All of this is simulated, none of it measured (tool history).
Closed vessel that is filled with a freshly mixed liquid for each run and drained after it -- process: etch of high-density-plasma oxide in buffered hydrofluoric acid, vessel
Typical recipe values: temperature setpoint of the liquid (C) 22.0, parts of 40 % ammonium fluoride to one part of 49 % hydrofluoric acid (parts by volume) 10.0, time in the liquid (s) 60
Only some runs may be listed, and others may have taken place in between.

run    hour  temperature setpoint of the liquid (C)  parts of 40 % ammonium fluoride to one part of 49 % hydrofluoric acid (parts by volume)  time in the liquid (s)  read-back film thickness of the high-density-plasma oxide reference wafer, read on the same gauge (nm)  thickness taken off the high-density-plasma oxide on a monitor wafer (nm)
  1     0.0                                    22.0                                                                                     10.0                      30                                                                                                   29.98                                                                      33.36
  2    31.9                                    22.0                                                                                     10.0                      30                                                                                                   30.03                                                                      33.05
  3    57.2                                    22.0                                                                                     10.0                      30                                                                                                   30.02                                                                      32.62
  4   105.5                                    22.0                                                                                     10.0                      60                                                                                                   30.03                                                                      65.26
  5   135.8                                    22.0                                                                                     10.0                      60                                                                                                   29.96                                                                      64.36
  6   180.2                                    22.0                                                                                     10.0                      60                                                                                                   29.96                                                                      65.07
  7   217.6                                    22.0                                                                                     10.0                      60                                                                                                   30.00                                                                      64.33
  8   261.0                                    22.0                                                                                     10.0                      60                                                                                                   30.02                                                                      64.29
      284.5  -- gauge calibrated
  9   317.1                                    22.0                                                                                     10.0                      60                                                                                                   30.00                                                                      64.56
 10   351.2                                    22.0                                                                                     13.0                      60                                                                                                   30.05                                                                      50.22
 11   416.7                                    24.5                                                                                     10.0                      60                                                                                                   30.04                                                                      73.12
 12   458.1                                    20.5                                                                                      8.0                      60                                                                                                   30.02                                                                      71.81
      482.0  -- hydrofluoric acid flow meter replaced
 13   522.3                                    20.5                                                                                      8.0                      60                                                                                                   30.00                                                                      71.94
 14   579.7                                    20.5                                                                                      8.0                      60                                                                                                   29.97                                                                      70.64
      625.8  -- thermometer replaced
 15   634.6                                    22.0                                                                                     10.0                      60                                                                                                   30.00                                                                      59.82
 16   661.2                                    22.0                                                                                     10.0                      50                                                                                                   30.03                                                                      49.56
 17   686.6                                    20.5                                                                                     10.0                      60                                                                                                   29.98                                                                      53.59
 18   713.4                                    22.0                                                                                     10.0                      60                                                                                                   30.02                                                                      59.41
 19   766.9                                    23.5                                                                                     10.0                      40                                                                                                   29.99                                                                      42.58
      853.5  -- thermometer replaced, repeated, since the last time left the tool worse
 20   940.8                                    22.0                                                                                     10.0                      60                                                                                                   30.04                                                                      69.77
 21   967.7                                    22.0                                                                                     10.0                      60                                                                                                   29.97                                                                      70.26
 22  1005.9                                    22.0                                                                                     10.0                      60                                                                                                   29.98                                                                      69.75
 23  1036.5                                    23.5                                                                                     10.0                      60                                                                                                   30.01                                                                      75.82
 24  1081.5                                    22.0                                                                                     10.0                      60                                                                                                   30.02                                                                      69.71
 25  1107.0                                    19.0                                                                                     12.5                      40                                                                                                   30.05                                                                      31.99
     1138.6  -- gauge calibrated
 26  1157.0                                    23.5                                                                                     14.0                      35                                                                                                   30.00                                                                      31.54
 27  1337.8                                    26.0                                                                                     10.0                      70                                                                                                   29.96                                                                      99.92
 28  1390.4                                    22.0                                                                                     10.0                      40                                                                                                   30.01                                                                      46.42
 29  1529.8                                    26.5                                                                                     10.0                      60                                                                                                   30.04                                                                      86.73
 30  1569.1                                    18.5                                                                                     11.0                      60                                                                                                   30.02                                                                      51.01

Here are 5 independent what-if runs from the current tool condition. What would each one return?
  A  1569.8                                    22.0                                                                                     10.0                      60                                                                                                       ?                                                                          ?
  B  1569.8                                    17.0                                                                                     10.0                      60                                                                                                       ?                                                                          ?
  C  1569.8                                    25.5                                                                                     10.0                      30                                                                                                       ?                                                                          ?
  D  1569.8                                    22.0                                                                                     13.0                      35                                                                                                       ?                                                                          ?
  E  1569.8                                    22.0                                                                                     11.5                      35                                                                                                       ?                                                                          ?

run  read-back film thickness of the high-density-plasma oxide reference wafer, read on the same gauge (nm)  thickness taken off the high-density-plasma oxide on a monitor wafer (nm)
  A                                                                                                   29.98                                                                      67.91
  B                                                                                                   29.98                                                                      51.22
  C                                                                                                   29.98                                                                      41.14
  D                                                                                                   29.98                                                                      30.66
  E                                                                                                   29.98                                                                      34.57
What these runs would have given with no unlogged condition in the tool:
run  thickness taken off the high-density-plasma oxide on a monitor wafer (nm)
  A                                                                      70.25
  B                                                                      53.04
  C                                                                      42.52
  D                                                                      31.72
  E                                                                      35.76
